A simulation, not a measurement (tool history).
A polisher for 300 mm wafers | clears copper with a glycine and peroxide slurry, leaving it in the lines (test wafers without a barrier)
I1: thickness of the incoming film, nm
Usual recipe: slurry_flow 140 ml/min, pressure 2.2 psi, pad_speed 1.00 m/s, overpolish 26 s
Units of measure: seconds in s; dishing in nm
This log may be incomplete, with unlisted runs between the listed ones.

run 1 hour=0.0 | slurry_flow=140 pressure=2.2 pad_speed=1.00 overpolish=26 | I1=721.5 | seconds=170.4 dishing=64.2
run 2 hour=10.9 | slurry_flow=140 pressure=2.2 pad_speed=1.00 overpolish=26 | I1=739.3 | seconds=175.7 dishing=62.7
run 3 hour=27.3 | slurry_flow=140 pressure=2.2 pad_speed=1.00 overpolish=26 | I1=748.0 | seconds=182.8 dishing=63.0
run 4 hour=38.4 | slurry_flow=140 pressure=2.2 pad_speed=1.00 overpolish=26 | I1=742.9 | seconds=178.8 dishing=63.0
run 5 hour=55.7 | slurry_flow=140 pressure=2.2 pad_speed=1.00 overpolish=26 | I1=739.6 | seconds=175.5 dishing=63.3
-- hour=67.9 worn pad replaced by a new one
run 6 hour=68.3 | slurry_flow=140 pressure=2.2 pad_speed=1.00 overpolish=26 | I1=740.3 | seconds=185.8 dishing=64.4
run 7 hour=84.5 | slurry_flow=140 pressure=2.2 pad_speed=1.00 overpolish=26 | I1=731.1 | seconds=183.9 dishing=61.5
run 8 hour=97.4 | slurry_flow=140 pressure=2.2 pad_speed=1.00 overpolish=26 | I1=735.9 | seconds=191.8 dishing=63.4
run 9 hour=104.9 | slurry_flow=140 pressure=2.2 pad_speed=1.00 overpolish=20 | I1=723.2 | seconds=184.5 dishing=49.5
run 10 hour=121.9 | slurry_flow=140 pressure=2.2 pad_speed=1.00 overpolish=20 | I1=728.9 | seconds=190.8 dishing=49.8
run 11 hour=139.2 | slurry_flow=140 pressure=2.6 pad_speed=1.00 overpolish=36 | I1=733.3 | seconds=167.7 dishing=82.1
-- hour=143.6 head pressure recalibrated
run 12 hour=146.3 | slurry_flow=140 pressure=2.2 pad_speed=1.00 overpolish=26 | I1=743.9 | seconds=199.8 dishing=58.2
run 13 hour=154.8 | slurry_flow=140 pressure=2.2 pad_speed=1.00 overpolish=26 | I1=735.1 | seconds=189.7 dishing=57.7
-- hour=170.7 worn pad replaced by a new one
run 14 hour=171.2 | slurry_flow=160 pressure=2.2 pad_speed=1.00 overpolish=26 | I1=738.9 | seconds=194.9 dishing=62.4
run 15 hour=184.1 | slurry_flow=160 pressure=2.2 pad_speed=1.00 overpolish=26 | I1=735.3 | seconds=197.4 dishing=60.4
-- hour=194.3 slurry nozzle cleaned
run 16 hour=195.7 | slurry_flow=160 pressure=2.2 pad_speed=1.00 overpolish=26 | I1=739.0 | seconds=153.0 dishing=72.2
run 17 hour=212.2 | slurry_flow=140 pressure=2.2 pad_speed=1.00 overpolish=26 | I1=727.8 | seconds=156.4 dishing=69.3
run 18 hour=227.0 | slurry_flow=110 pressure=2.2 pad_speed=1.30 overpolish=26 | I1=735.0 | seconds=136.2 dishing=76.6
run 19 hour=239.1 | slurry_flow=125 pressure=1.6 pad_speed=1.00 overpolish=40 | I1=744.0 | seconds=207.6 dishing=75.4
run 20 hour=248.8 | slurry_flow=140 pressure=1.9 pad_speed=1.00 overpolish=26 | I1=730.2 | seconds=172.8 dishing=63.3
-- hour=255.4 worn pad replaced by a new one
run 21 hour=257.2 | slurry_flow=140 pressure=1.9 pad_speed=1.00 overpolish=20 | I1=745.3 | seconds=179.6 dishing=53.6
run 22 hour=274.2 | slurry_flow=140 pressure=2.2 pad_speed=1.00 overpolish=26 | I1=729.1 | seconds=155.2 dishing=70.2
run 23 hour=283.7 | slurry_flow=140 pressure=2.2 pad_speed=1.00 overpolish=26 | I1=740.9 | seconds=157.2 dishing=67.5
run 24 hour=295.2 | slurry_flow=175 pressure=2.2 pad_speed=1.00 overpolish=20 | I1=747.9 | seconds=150.8 dishing=58.3
run 25 hour=310.2 | slurry_flow=110 pressure=1.4 pad_speed=0.66 overpolish=34 | I1=736.6 | seconds=305.8 dishing=52.4
run 26 hour=324.9 | slurry_flow=140 pressure=1.9 pad_speed=1.14 overpolish=26 | I1=734.0 | seconds=160.0 dishing=69.6
-- hour=342.5 worn pad replaced by a new one
run 27 hour=343.0 | slurry_flow=140 pressure=2.6 pad_speed=1.00 overpolish=16 | I1=735.9 | seconds=135.8 dishing=56.3
run 28 hour=358.5 | slurry_flow=185 pressure=2.6 pad_speed=1.00 overpolish=15 | I1=738.7 | seconds=130.3 dishing=54.7
run 29 hour=374.1 | slurry_flow=125 pressure=1.8 pad_speed=1.00 overpolish=36 | I1=746.8 | seconds=191.5 dishing=75.0
run 30 hour=384.4 | slurry_flow=140 pressure=2.2 pad_speed=1.00 overpolish=26 | I1=739.6 | seconds=158.6 dishing=68.2
run 31 hour=397.0 | slurry_flow=140 pressure=1.4 pad_speed=1.00 overpolish=26 | I1=734.3 | seconds=217.8 dishing=55.2
run 32 hour=412.2 | slurry_flow=110 pressure=2.2 pad_speed=1.16 overpolish=17 | I1=734.9 | seconds=148.5 dishing=50.3
run 33 hour=418.8 | slurry_flow=140 pressure=1.4 pad_speed=1.00 overpolish=12 | I1=739.6 | seconds=217.5 dishing=27.4
-- hour=424.5 worn pad replaced by a new one
run 34 hour=431.5 | slurry_flow=140 pressure=2.2 pad_speed=0.72 overpolish=26 | I1=729.7 | seconds=197.9 dishing=59.7
-- hour=440.4 head pressure recalibrated
run 35 hour=447.8 | slurry_flow=140 pressure=1.5 pad_speed=1.00 overpolish=26 | I1=741.4 | seconds=212.4 dishing=58.1

Consider 4 possible next runs. They are alternatives, not a sequence: every one starts from the tool as it was left by run 35. What does each give?
run A hour=448.3 | slurry_flow=140 pressure=2.2 pad_speed=1.00 overpolish=26 | I1=735.0 | seconds=? dishing=?
run B hour=448.3 | slurry_flow=100 pressure=2.2 pad_speed=0.74 overpolish=26 | I1=735.0 | seconds=? dishing=?
run C hour=448.3 | slurry_flow=160 pressure=1.8 pad_speed=1.00 overpolish=16 | I1=735.0 | seconds=? dishing=?
run D hour=448.3 | slurry_flow=160 pressure=2.4 pad_speed=1.14 overpolish=12 | I1=735.0 | seconds=? dishing=?

run=A seconds=158.5 dishing=70.2
run=B seconds=216.9 dishing=56.7
run=C seconds=180.1 dishing=43.9
run=D seconds=129.6 dishing=45.5
Had the tool no hidden state, the same runs would have come out as:
run=A seconds=156.2 dishing=70.9
run=B seconds=212.6 dishing=57.6
run=C seconds=177.8 dishing=44.4
run=D seconds=128.0 dishing=46.0
